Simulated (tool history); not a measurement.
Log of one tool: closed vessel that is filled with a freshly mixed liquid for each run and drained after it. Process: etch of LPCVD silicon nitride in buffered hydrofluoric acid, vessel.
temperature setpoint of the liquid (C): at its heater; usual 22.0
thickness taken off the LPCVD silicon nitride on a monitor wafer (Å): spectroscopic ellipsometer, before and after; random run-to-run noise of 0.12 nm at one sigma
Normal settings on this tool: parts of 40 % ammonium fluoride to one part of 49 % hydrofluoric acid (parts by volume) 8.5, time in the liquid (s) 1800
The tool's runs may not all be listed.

run,day,temperature setpoint of the liquid (C),parts of 40 % ammonium fluoride to one part of 49 % hydrofluoric acid (parts by volume),time in the liquid (s),"read-back film thickness of the LPCVD silicon nitride reference wafer, read on the same gauge (nm)",thickness taken off the LPCVD silicon nitride on a monitor wafer (Å)
1,0.000,22.0,5.5,2620,140.00,623.9
2,1.300,22.0,5.5,2620,140.01,624.7
3,2.642,19.5,8.5,1800,140.01,253.0
4,3.358,22.0,8.5,1800,140.01,291.9
5,4.825,22.0,6.5,1800,140.01,375.9
6,5.804,22.0,8.5,1800,139.99,292.9
7,7.046,22.0,8.5,1800,140.01,295.8
8,7.867,22.0,8.5,1800,139.99,294.3
9,8.812,22.0,8.5,1800,140.01,296.8
# day 8.938: gauge calibrated
# day 9.354: thermometer replaced
10,9.954,22.0,7.5,1800,139.99,287.7
11,10.496,22.0,8.5,1800,140.00,255.8
12,11.412,19.0,8.5,960,140.00,116.5
13,12.550,20.0,7.5,1800,139.99,262.8
14,13.533,22.0,8.5,805,140.02,115.9
15,14.350,22.0,5.5,2620,139.99,559.7
16,15.296,22.0,8.5,1800,139.99,259.5
# day 15.642: hydrofluoric acid flow meter replaced
17,16.312,22.0,9.5,925,139.99,107.9
18,17.608,22.0,6.5,2335,140.01,396.6
19,18.308,22.0,8.5,1800,140.02,231.6
20,19.083,18.0,8.5,1800,140.01,186.6
21,20.412,18.0,8.5,2805,140.02,294.4
22,21.108,22.0,5.5,2620,140.01,521.5
23,22.442,19.5,8.5,1415,139.99,161.7

Had the tool no unlogged condition, and each run kept its random variation, what would the results have been?
The hidden state here: liquid hotter than its thermometer reads (K); hydrofluoric acid flow above the setpoint (%); gauge reads high (%).
run,thickness taken off the LPCVD silicon nitride on a monitor wafer (Å)
1,505.8
2,504.4
3,198.5
4,229.0
5,299.9
6,227.9
7,229.2
8,227.5
9,228.7
10,258.6
11,227.9
12,103.4
13,234.3
14,102.2
15,504.4
16,227.4
17,106.4
18,388.7
19,226.1
20,181.6
21,285.2
22,506.0
23,155.5
